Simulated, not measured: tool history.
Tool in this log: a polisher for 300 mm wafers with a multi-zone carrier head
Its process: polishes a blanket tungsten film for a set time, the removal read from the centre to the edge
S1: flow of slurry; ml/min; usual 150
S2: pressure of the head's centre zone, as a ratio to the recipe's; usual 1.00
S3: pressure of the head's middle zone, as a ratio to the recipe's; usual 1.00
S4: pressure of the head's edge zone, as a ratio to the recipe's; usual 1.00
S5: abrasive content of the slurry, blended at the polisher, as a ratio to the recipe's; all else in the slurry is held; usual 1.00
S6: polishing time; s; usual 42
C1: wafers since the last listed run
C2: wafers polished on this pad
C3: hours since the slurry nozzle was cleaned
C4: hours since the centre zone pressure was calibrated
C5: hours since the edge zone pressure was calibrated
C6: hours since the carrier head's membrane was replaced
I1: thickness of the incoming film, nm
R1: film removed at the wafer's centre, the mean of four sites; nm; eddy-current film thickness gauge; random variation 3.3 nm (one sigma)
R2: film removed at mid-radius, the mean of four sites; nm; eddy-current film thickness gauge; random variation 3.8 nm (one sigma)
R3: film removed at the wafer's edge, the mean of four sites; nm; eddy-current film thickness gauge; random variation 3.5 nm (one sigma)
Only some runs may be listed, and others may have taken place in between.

run	day	S1	S2	S3	S4	S5	S6	C1	C2	C3	C4	C5	C6	I1	R1	R2	R3
1	0.000	150	1.00	1.00	1.00	1.00	42	0	132	334.6	403.5	254.8	422.5	776.4	300.4	307.7	318.4
2	1.438	150	1.00	0.93	1.00	1.00	42	219	352	369.1	438.0	289.3	457.0	788.9	299.8	302.9	318.4
3	2.625	150	1.00	1.03	1.00	0.90	42	181	533	397.6	466.5	317.8	485.5	772.7	290.6	308.6	316.4
# day 2.867: centre zone pressure recalibrated
4	5.192	150	1.00	1.05	0.93	1.00	42	379	913	459.2	55.8	379.4	547.1	784.5	313.8	322.1	307.3
5	6.729	150	1.00	1.00	1.05	1.00	42	234	1148	496.1	92.7	416.3	584.0	793.6	309.7	314.5	330.2
6	8.092	175	0.89	1.00	1.00	1.00	35	208	1356	528.8	125.4	449.0	616.7	774.9	238.7	269.3	264.0
7	10.888	150	1.05	1.00	0.93	1.20	55	427	1783	595.9	192.5	516.1	683.8	775.8	439.1	427.4	413.0
8	13.754	150	1.00	1.00	1.00	1.00	42	437	2221	664.7	261.3	584.9	752.6	773.1	305.2	313.8	319.2
9	16.054	150	1.00	1.07	1.00	1.00	42	351	2572	719.9	316.5	640.1	807.8	779.4	303.8	325.5	320.4
# day 17.875: slurry nozzle cleaned
# day 18.158: worn pad replaced by a new one
10	18.179	150	1.10	0.96	1.00	1.00	30	292	3	7.3	367.5	691.1	858.8	780.5	232.9	214.8	231.7
11	20.875	150	1.00	1.00	1.00	1.00	42	411	415	72.0	432.2	755.8	923.5	765.7	300.5	309.0	315.4
12	22.550	150	1.00	1.04	1.00	1.00	42	255	671	112.2	472.4	796.0	963.7	784.0	303.0	323.0	320.1
13	25.058	150	1.00	1.00	1.00	1.00	42	383	1054	172.4	532.6	856.2	1023.9	773.8	301.1	309.8	320.7
# day 26.817: centre zone pressure recalibrated
14	27.904	150	1.00	1.03	1.00	0.90	42	422	1476	240.7	26.1	924.5	1092.2	777.7	303.6	313.3	309.4
# day 29.567: carrier head's membrane replaced by a new one
15	30.342	150	1.00	0.92	0.96	0.90	29	340	1816	299.2	84.6	983.0	18.6	782.5	206.2	200.6	208.5
16	32.817	150	1.00	1.00	1.04	1.00	37	378	2195	358.6	144.0	1042.4	78.0	793.7	271.4	280.3	281.6
17	33.900	150	1.00	0.95	1.00	1.00	29	165	2360	384.6	170.0	1068.4	104.0	785.4	210.0	211.0	221.4
# day 36.188: worn pad replaced by a new one
18	36.692	150	1.03	1.00	1.04	0.75	42	401	76	451.6	237.0	1135.4	171.0	795.0	291.6	299.8	304.9
19	38.483	150	1.00	1.00	1.00	1.00	42	273	350	494.6	280.0	1178.4	214.0	773.1	306.0	315.5	319.1
20	39.875	150	1.00	1.00	1.00	1.00	30	212	563	528.0	313.4	1211.8	247.4	777.6	214.6	225.8	230.1
21	42.167	150	1.00	1.00	1.00	1.00	42	350	913	583.0	368.4	1266.8	302.4	790.4	294.4	309.2	314.5
# day 42.804: edge zone pressure recalibrated
# day 47.338: centre zone pressure recalibrated
22	50.450	150	1.00	1.00	1.00	1.15	32	1240	2153	781.8	74.7	183.5	501.2	787.1	246.0	247.9	249.4

Below, each run's measurement less what the same run would have read without the hidden state. Both values contain the same run-to-run variation, but the gauge's scatter may not be the same in both:
Hidden conditions of the tool in this case: removal rate lost through wear of the pad, %; slurry flow missing at the pad, %; deviation of the centre zone's pressure from its setpoint, %; deviation of the edge zone's pressure from its setpoint, %.
run	R1
1	-16.2
2	-16.5
3	-16.3
4	-2.6
5	-5.2
6	-5.6
7	-14.5
8	-12.2
9	-13.3
10	-10.8
11	-14.7
12	-15.1
13	-15.4
14	-1.5
15	-4.1
16	-8.6
17	-7.4
18	-12.6
19	-14.4
20	-10.6
21	-15.3
22	-4.2
For R2, the value without the hidden state is never more than 0.1 nm from the measured value.
R3: measured minus the no-hidden-state value equals 0 in all runs.
